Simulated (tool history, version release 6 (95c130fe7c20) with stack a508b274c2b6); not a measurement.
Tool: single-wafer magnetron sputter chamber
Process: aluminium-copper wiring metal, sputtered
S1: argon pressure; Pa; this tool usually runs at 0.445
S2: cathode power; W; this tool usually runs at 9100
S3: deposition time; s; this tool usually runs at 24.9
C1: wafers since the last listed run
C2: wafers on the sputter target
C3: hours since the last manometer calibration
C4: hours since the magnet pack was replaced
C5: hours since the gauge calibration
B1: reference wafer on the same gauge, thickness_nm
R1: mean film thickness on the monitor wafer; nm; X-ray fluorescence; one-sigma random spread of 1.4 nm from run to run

run    hour     S1     S2    S3    C1     C2      C3      C4      C5       B1       R1
  1       0  0.445   9100  24.9     0   9057  1390.9  7362.5   549.2  386.477  396.692
  2    40.5  0.445   9100  24.9  1467  10525  1431.4    7403   589.7   386.84  399.657
  3    88.2  0.564   9100  24.9  1728  12253  1479.1  7450.7   637.4  387.233  382.368
  4   147.4  0.564   9100  24.9  2145  14399  1538.3  7509.9   696.6  386.963  381.701
      171.3  -- sputter target and shields replaced
        185  -- magnet pack replaced, of another model than before
  5   197.8  0.445   9100  24.9  1246    669  1588.7    12.8     747  386.805  399.512
  6   240.2  0.445   9100  24.9  1536   2205  1631.1    55.2   789.4  386.893  403.307
  7   303.5  0.445   9100  24.9  2293   4499  1694.4   118.5   852.7  387.365  399.717
  8   332.9  0.555   9100  24.9  1065   5565  1723.8   147.9   882.1  386.562   378.36
  9   372.1  0.555   9100  24.9  1420   6985    1763   187.1   921.3  387.692   380.24
 10   496.6  0.445   9100  24.9  4511  11497  1887.5   311.6  1045.8  386.864  405.292
 11   530.2  0.445   9100  24.9  1217  12715  1921.1   345.2  1079.4  387.162  404.075
      541.6  -- sputter target and shields replaced
 12     598  0.375   9100    23  2167   2043  1988.9     413  1147.2    387.3  386.403
 13   645.6  0.445   9100  24.9  1724   3768  2036.5   460.6  1194.8  387.186  400.173
 14   676.5  0.375   9100    23  1119   4887  2067.4   491.5  1225.7  386.918  386.323
 15   711.2  0.577   8200  23.2  1257   6145  2102.1   526.2  1260.4  386.075   321.53
 16   770.7  0.445   7900  22.3  2156   8301  2161.6   585.7  1319.9  386.664  321.431
 17   805.1  0.445   7900  22.3  1246   9548    2196   620.1  1354.3   387.64  324.074
 18   850.2  0.445   9100  29.7  1634  11182  2241.1   665.2  1399.4  387.339   482.18
      906.3  -- capacitance manometer re-zeroed and calibrated
 19   918.3  0.329   8150    22  2177  13360      12   733.3  1467.5  387.146   341.03
 20   957.6  0.287   9100  24.9  1424  14784    51.3   772.6  1506.8  386.743   434.78
        959  -- gauge calibrated
      980.4  -- sputter target and shields replaced
 21   991.3  0.445   9100  27.1   931    393      85   806.3    32.3  386.862  428.298
 22  1049.7  0.445   9100  24.9  2116   2510   143.4   864.7    90.7  387.852  395.643
 23  1090.3  0.445   9100  24.9  1471   3981     184   905.3   131.3  387.732  394.756
 24  1114.9  0.445   9100  24.9   891   4872   208.6   929.9   155.9  386.922  393.108
 25  1145.2  0.551   9100  22.8  1098   5970   238.9   960.2   186.2  386.976  339.542
 26  1207.6  0.445  10050  24.9  2261   8232   301.3  1022.6   248.6  387.012  428.836
 27  1231.9  0.348  10550  27.6   880   9112   325.6  1046.9   272.9  386.993   524.73
 28    1282  0.445   9100  22.7  1815  10928   375.7    1097     323  387.925   360.33
 29    1334  0.445   9100  24.9  1884  12812   427.7    1149     375  386.922  395.432
       1397  -- sputter target and shields replaced
 30  1397.5  0.299  10350  29.8  2011     17   491.2  1212.5   438.5  386.841  572.589
 31  1440.7  0.445   9100  24.9  1565   1583   534.4  1255.7   481.7  387.442  395.875
 32  1473.2  0.445   9100  27.9  1177   2761   566.9  1288.2   514.2  386.594  443.189
 33  1499.2  0.445   7800  29.4   942   3703   592.9  1314.2   540.2  386.876  410.754
 34  1546.2  0.445   9100  24.9  1703   5406   639.9  1361.2   587.2  386.861  397.946

For some of the steps in R1 from one run to the next: how much would appear even if the tool had no hidden state, given the settings, what came in and random variation, and how much remains for the hidden state plus any gauge scatter that the measured result and the result without hidden state don't share?
Hidden conditions of the tool in this case: deposition rate above that of a new target (%); true argon pressure above the setpoint (%); gauge reads high (%).
Run 14 -> 15: S1 0.375 -> 0.577, S2 9100 -> 8200, S3 23 -> 23.2. R1 -64.793 nm: hidden state +2.853, all else -67.646.
Run 17 -> 18: S2 7900 -> 9100, S3 22.3 -> 29.7. R1 +158.106 nm: hidden state +4.767, all else +153.339.
Run 18 -> 19: S1 0.445 -> 0.329, S2 9100 -> 8150, S3 29.7 -> 22, capacitance manometer re-zeroed and calibrated. R1 -141.15 nm: hidden state -13.618, all else -127.532.
Run 27 -> 28: S1 0.348 -> 0.445, S2 10550 -> 9100, S3 27.6 -> 22.7. R1 -164.4 nm: hidden state +0.002, all else -164.402.
Run 29 -> 30: S1 0.445 -> 0.299, S2 9100 -> 10350, S3 24.9 -> 29.8, sputter target and shields replaced. R1 +177.157 nm: hidden state +0.059, all else +177.098.
Run 30 -> 31: S1 0.299 -> 0.445, S2 10350 -> 9100, S3 29.8 -> 24.9. R1 -176.714 nm: hidden state +0.431, all else -177.145.

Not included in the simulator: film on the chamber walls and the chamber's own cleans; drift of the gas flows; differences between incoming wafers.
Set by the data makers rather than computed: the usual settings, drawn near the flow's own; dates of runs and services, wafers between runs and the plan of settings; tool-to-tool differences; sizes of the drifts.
